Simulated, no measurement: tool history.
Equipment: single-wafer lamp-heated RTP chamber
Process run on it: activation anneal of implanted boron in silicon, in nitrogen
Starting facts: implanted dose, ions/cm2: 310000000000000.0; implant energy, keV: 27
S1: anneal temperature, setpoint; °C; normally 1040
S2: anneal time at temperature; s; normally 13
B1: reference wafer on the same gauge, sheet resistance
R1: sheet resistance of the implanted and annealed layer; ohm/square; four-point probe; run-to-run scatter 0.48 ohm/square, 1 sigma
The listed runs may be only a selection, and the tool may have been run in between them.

Run 1, hour 0.0: usual settings; B1 344.32. Result: R1 317.75 ohm/square.
Run 2, hour 41.8: usual settings; B1 344.00. Result: R1 318.47 ohm/square.
Run 3, hour 90.1: usual settings; B1 347.15. Result: R1 319.59 ohm/square.
Run 4, hour 116.5: usual settings but S1 1051 °C; B1 347.27. Result: R1 320.40 ohm/square.
Run 5, hour 181.3: usual settings but S1 1051 °C; B1 347.00. Result: R1 319.83 ohm/square.
Run 6, hour 225.2: usual settings; B1 347.03. Result: R1 320.37 ohm/square.
Run 7, hour 255.7: usual settings; B1 347.01. Result: R1 320.19 ohm/square.
Run 8, hour 303.8: usual settings; B1 346.85. Result: R1 319.43 ohm/square.
Run 9, hour 347.8: usual settings but S1 1051 °C, S2 7 s; B1 346.87. Result: R1 320.24 ohm/square.
Run 10, hour 414.8: usual settings; B1 346.60. Result: R1 320.26 ohm/square.
Run 11, hour 469.3: usual settings; B1 346.50. Result: R1 319.05 ohm/square.
Run 12, hour 540.9: usual settings; B1 345.93. Result: R1 320.54 ohm/square.
Run 13, hour 571.9: usual settings; B1 346.00. Result: R1 319.23 ohm/square.
Run 14, hour 599.4: usual settings but S1 1017 °C, S2 20 s; B1 345.73. Result: R1 320.92 ohm/square.
Run 15, hour 630.0: usual settings but S1 1068 °C, S2 6 s; B1 345.49. Result: R1 319.30 ohm/square.
Run 16, hour 663.3: usual settings but S1 1062 °C, S2 15 s; B1 345.36. Result: R1 317.12 ohm/square.
Run 17, hour 699.4: usual settings but S1 1018 °C, S2 7 s; B1 345.23. Result: R1 322.31 ohm/square.
Run 18, hour 756.5: usual settings; B1 344.91. Result: R1 317.56 ohm/square.
Run 19, hour 827.2: usual settings; B1 344.41. Result: R1 317.79 ohm/square.
Run 20, hour 857.4: usual settings but S1 1051 °C; B1 344.20. Result: R1 317.90 ohm/square.
Run 21, hour 883.8: usual settings but S1 1069 °C, S2 10 s; B1 343.86. Result: R1 317.12 ohm/square.
Run 22, hour 921.3: usual settings but S1 1050 °C, S2 18 s; B1 343.70. Result: R1 315.95 ohm/square.
Run 23, hour 976.5: usual settings but S1 1061 °C, S2 7 s; B1 347.51. Result: R1 320.16 ohm/square.
Run 24, hour 1008.9: usual settings but S1 1066 °C; B1 347.37. Result: R1 319.19 ohm/square.
Run 25, hour 1056.9: usual settings; B1 347.27. Result: R1 320.38 ohm/square.
Run 26, hour 1204.4: usual settings but S1 1053 °C, S2 10 s; B1 347.11. Result: R1 319.76 ohm/square.
Run 27, hour 1241.2: usual settings but S1 1010 °C; B1 346.90. Result: R1 324.57 ohm/square.

Withheld: 7 entries from between the runs. Position of each, and hidden state at the listed run before versus the listed run after:
From run 2 to run 3: gauge calibrated (hour 57.0); reflector plate cleaned (hour 77.2)
  gauge reads high (%): -0.901 -> 0.0356
  measured value less the no-hidden-state value, R1: -2.90 -> +0.11 ohm/square
From run 8 to run 9: pyrometer window cleaned and pyrometer calibrated (hour 347.4)
  gauge reads high (%): -0.0455 -> -0.0775
  measured value less the no-hidden-state value, R1: -0.14 -> -0.25 ohm/square
From run 11 to run 12: reflector plate cleaned (hour 517.3)
  gauge reads high (%): -0.193 -> -0.28
  measured value less the no-hidden-state value, R1: -0.62 -> -0.90 ohm/square
From run 21 to run 22: pyrometer window cleaned and pyrometer calibrated (hour 920.9)
  gauge reads high (%): -0.89 -> -0.976
  measured value less the no-hidden-state value, R1: -2.84 -> -3.11 ohm/square
From run 22 to run 23: gauge calibrated (hour 937.2); reflector plate cleaned (hour 976.0)
  gauge reads high (%): -0.976 -> 0.104
  measured value less the no-hidden-state value, R1: -3.11 -> +0.33 ohm/square

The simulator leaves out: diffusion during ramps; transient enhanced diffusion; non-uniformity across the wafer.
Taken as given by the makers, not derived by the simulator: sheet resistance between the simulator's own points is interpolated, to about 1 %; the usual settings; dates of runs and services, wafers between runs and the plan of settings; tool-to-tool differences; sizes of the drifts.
